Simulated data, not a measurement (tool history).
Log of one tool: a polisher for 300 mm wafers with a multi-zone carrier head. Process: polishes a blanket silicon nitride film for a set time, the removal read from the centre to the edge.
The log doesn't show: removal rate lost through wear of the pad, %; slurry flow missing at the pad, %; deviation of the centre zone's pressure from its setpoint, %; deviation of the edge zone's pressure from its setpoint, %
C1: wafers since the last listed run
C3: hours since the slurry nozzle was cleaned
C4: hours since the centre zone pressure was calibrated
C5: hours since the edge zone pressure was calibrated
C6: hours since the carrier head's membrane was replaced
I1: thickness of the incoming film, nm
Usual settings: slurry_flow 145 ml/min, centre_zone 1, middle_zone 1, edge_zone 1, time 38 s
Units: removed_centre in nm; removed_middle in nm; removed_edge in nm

Run 1, hour 0: usual settings but time 30 s; C1 0; wafers polished on this pad 1876; C3 40.9; C4 0.5; C5 39.8; C6 133.8; I1 518. Result: removed_centre 48.2 nm, removed_middle 50.1 nm, removed_edge 51.1 nm.
Run 2, hour 21.3: usual settings but centre_zone 0.94, middle_zone 0.92, edge_zone 0.97; C1 257; wafers polished on this pad 2133; C3 62.2; C4 21.8; C5 61.1; C6 155.1; I1 525. Result: removed_centre 58.1 nm, removed_middle 58.2 nm, removed_edge 64.4 nm.
Run 3, hour 45.2: usual settings; C1 289; wafers polished on this pad 2422; C3 86.1; C4 45.7; C5 85; C6 179; I1 527.7. Result: removed_centre 61.6 nm, removed_middle 62 nm, removed_edge 63.5 nm.
Run 4, hour 64: usual settings but slurry_flow 95 ml/min, middle_zone 0.92, edge_zone 1.05, time 34 s; C1 227; wafers polished on this pad 2650; C3 104.9; C4 64.5; C5 103.8; C6 197.8; I1 532.3. Result: removed_centre 47.7 nm, removed_middle 45.6 nm, removed_edge 54.4 nm.
At hour 74.2: worn pad replaced by a new one.
Run 5, hour 99.2: usual settings; C1 377; wafers polished on this pad 302; C3 140.1; C4 99.7; C5 139; C6 233; I1 519.9. Result: removed_centre 60.2 nm, removed_middle 62.7 nm, removed_edge 63.2 nm.
Run 6, hour 126.6: usual settings; C1 331; wafers polished on this pad 633; C3 167.5; C4 127.1; C5 166.4; C6 260.4; I1 514.7. Result: removed_centre 60.3 nm, removed_middle 62.4 nm, removed_edge 63.8 nm.
Run 7, hour 156.4: usual settings but centre_zone 1.06; C1 360; wafers polished on this pad 993; C3 197.3; C4 156.9; C5 196.2; C6 290.2; I1 515.3. Result: removed_centre 63.9 nm, removed_middle 62 nm, removed_edge 64.4 nm.
Run 8, hour 176.2: usual settings but slurry_flow 180 ml/min; C1 239; wafers polished on this pad 1233; C3 217.1; C4 176.7; C5 216; C6 310; I1 517.1. Result: removed_centre 62.9 nm, removed_middle 64.6 nm, removed_edge 66.6 nm.
Run 9, hour 198: usual settings but middle_zone 0.97; C1 263; wafers polished on this pad 1496; C3 238.9; C4 198.5; C5 237.8; C6 331.8; I1 529.9. Result: removed_centre 58.9 nm, removed_middle 59.3 nm, removed_edge 64.4 nm.
Run 10, hour 223.3: usual settings but time 27 s; C1 305; wafers polished on this pad 1802; C3 264.2; C4 223.8; C5 263.1; C6 357.1; I1 523.1. Result: removed_centre 41.4 nm, removed_middle 43.2 nm, removed_edge 45.3 nm.
Run 11, hour 259.3: usual settings; C1 435; wafers polished on this pad 2238; C3 300.2; C4 259.8; C5 299.1; C6 393.1; I1 521.3. Result: removed_centre 57.4 nm, removed_middle 59.2 nm, removed_edge 62 nm.
At hour 265.9: worn pad replaced by a new one.
Run 12, hour 283.5: usual settings but slurry_flow 120 ml/min, centre_zone 1.1, middle_zone 0.96, time 50 s; C1 244; wafers polished on this pad 212; C3 324.4; C4 284; C5 323.3; C6 417.3; I1 508.5. Result: removed_centre 76.5 nm, removed_middle 70 nm, removed_edge 79.3 nm.
Run 13, hour 314.8: usual settings; C1 378; wafers polished on this pad 591; C3 355.7; C4 315.3; C5 354.6; C6 448.6; I1 515.3. Result: removed_centre 55.5 nm, removed_middle 57.1 nm, removed_edge 60.5 nm.
At hour 332.6: slurry nozzle cleaned.
Run 14, hour 338.7: usual settings but middle_zone 0.89; C1 276; wafers polished on this pad 868; C3 6.1; C4 339.2; C5 378.5; C6 472.5; I1 517. Result: removed_centre 60.8 nm, removed_middle 58.8 nm, removed_edge 65 nm.
Run 15, hour 352.1: usual settings but slurry_flow 185 ml/min, edge_zone 0.95; C1 162; wafers polished on this pad 1030; C3 19.5; C4 352.6; C5 391.9; C6 485.9; I1 519.6. Result: removed_centre 65.5 nm, removed_middle 67.4 nm, removed_edge 65.7 nm.
Run 16, hour 384.1: usual settings but middle_zone 1.1; C1 386; wafers polished on this pad 1417; C3 51.5; C4 384.6; C5 423.9; C6 517.9; I1 521.9. Result: removed_centre 61.3 nm, removed_middle 67.1 nm, removed_edge 65.2 nm.
Run 17, hour 419.6: usual settings; C1 429; wafers polished on this pad 1846; C3 87; C4 420.1; C5 459.4; C6 553.4; I1 520.7. Result: removed_centre 61.1 nm, removed_middle 60.7 nm, removed_edge 65.6 nm.
Run 18, hour 441.3: usual settings but edge_zone 1.04; C1 262; wafers polished on this pad 2108; C3 108.7; C4 441.8; C5 481.1; C6 575.1; I1 523.7. Result: removed_centre 62.1 nm, removed_middle 62.4 nm, removed_edge 65.7 nm.
Run 19, hour 476.4: usual settings but middle_zone 0.92, edge_zone 0.89; C1 424; wafers polished on this pad 2533; C3 143.8; C4 476.9; C5 516.2; C6 610.2; I1 526. Result: removed_centre 61.5 nm, removed_middle 59.9 nm, removed_edge 63.1 nm.
At hour 498.1: worn pad replaced by a new one.
Run 20, hour 505: usual settings; C1 297; wafers polished on this pad 83; C3 172.4; C4 505.5; C5 544.8; C6 638.8; I1 511.2. Result: removed_centre 60 nm, removed_middle 62.3 nm, removed_edge 64.2 nm.
Run 21, hour 523.9: usual settings; C1 228; wafers polished on this pad 311; C3 191.3; C4 524.4; C5 563.7; C6 657.7; I1 528.2. Result: removed_centre 59.5 nm, removed_middle 62 nm, removed_edge 64.4 nm.

Forecast each of these 5 alternatives for the next run:
Run A, hour 524.3: usual settings; C1 4; wafers polished on this pad 316; C3 191.7; C4 524.8; C5 564.1; C6 658.1; I1 517.7. Result: removed_centre ?, removed_middle ?, removed_edge ?.
Run B, hour 524.3: usual settings but slurry_flow 190 ml/min, middle_zone 0.94; C1 4; wafers polished on this pad 316; C3 191.7; C4 524.8; C5 564.1; C6 658.1; I1 517.7. Result: removed_centre ?, removed_middle ?, removed_edge ?.
Run C, hour 524.3: usual settings but slurry_flow 160 ml/min, centre_zone 1.09, middle_zone 1.08, time 28 s; C1 4; wafers polished on this pad 316; C3 191.7; C4 524.8; C5 564.1; C6 658.1; I1 517.7. Result: removed_centre ?, removed_middle ?, removed_edge ?.
Run D, hour 524.3: usual settings but slurry_flow 175 ml/min, edge_zone 0.9, time 49 s; C1 4; wafers polished on this pad 316; C3 191.7; C4 524.8; C5 564.1; C6 658.1; I1 517.7. Result: removed_centre ?, removed_middle ?, removed_edge ?.
Run E, hour 524.3: usual settings but slurry_flow 110 ml/min, centre_zone 1.04, edge_zone 1.06; C1 4; wafers polished on this pad 316; C3 191.7; C4 524.8; C5 564.1; C6 658.1; I1 517.7. Result: removed_centre ?, removed_middle ?, removed_edge ?.

run  removed_centre  removed_middle  removed_edge
  A            60.7            63.5          63.2
  B            64.6            63.7          65.9
  C            50.1              51          47.3
  D            81.9            85.3          80.9
  E            57.7            58.7          61.2
Without the tool's hidden state the same runs would have given:
run  removed_centre  removed_middle  removed_edge
  A            62.3            64.9          64.2
  B            65.9            64.8          66.7
  C            51.2            52.1            48
  D            83.7            86.9            82
  E            59.8            60.5          62.4

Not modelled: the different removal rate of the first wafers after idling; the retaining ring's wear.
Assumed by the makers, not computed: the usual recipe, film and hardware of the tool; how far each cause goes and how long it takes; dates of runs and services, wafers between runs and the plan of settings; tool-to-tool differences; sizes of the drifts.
